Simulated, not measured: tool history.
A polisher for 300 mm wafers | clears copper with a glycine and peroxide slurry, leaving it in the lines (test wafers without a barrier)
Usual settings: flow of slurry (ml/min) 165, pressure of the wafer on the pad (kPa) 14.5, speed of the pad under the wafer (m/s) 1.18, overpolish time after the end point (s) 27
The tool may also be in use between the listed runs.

run	day	flow of slurry (ml/min)	pressure of the wafer on the pad (kPa)	speed of the pad under the wafer (m/s)	overpolish time after the end point (s)	incoming thickness of the incoming film, nm	time until the end point was called (s)	dishing of a wide line in a test structure (nm)
1	0.000	165	14.5	1.44	27	509.0	106.3	88.4
2	2.054	165	14.5	1.44	27	512.9	109.6	87.1
# day 3.762: worn pad replaced by a new one
3	5.046	165	16.5	1.18	27	516.9	111.0	86.5
4	7.567	165	16.5	1.18	27	517.4	113.6	86.7
5	9.183	165	16.5	1.18	27	511.9	115.1	86.8
# day 9.458: head pressure recalibrated
# day 9.567: worn pad replaced by a new one
6	11.600	165	14.5	1.42	27	503.5	107.5	85.6
7	14.238	165	14.5	1.42	27	502.2	110.2	87.3
# day 14.725: worn pad replaced by a new one
# day 15.717: slurry nozzle cleaned
8	17.050	165	14.5	1.18	27	513.0	123.2	77.1

The next listed run, before its measurement:
9	18.867	165	14.5	1.18	27	518.9	?	?

{"run 9": {"time until the end point was called (s)": 128.1, "dishing of a wide line in a test structure (nm)": 80.5}}
Without the tool's hidden state the same run would have given time until the end point was called (s) 124.6, dishing of a wide line in a test structure (nm) 82.1.

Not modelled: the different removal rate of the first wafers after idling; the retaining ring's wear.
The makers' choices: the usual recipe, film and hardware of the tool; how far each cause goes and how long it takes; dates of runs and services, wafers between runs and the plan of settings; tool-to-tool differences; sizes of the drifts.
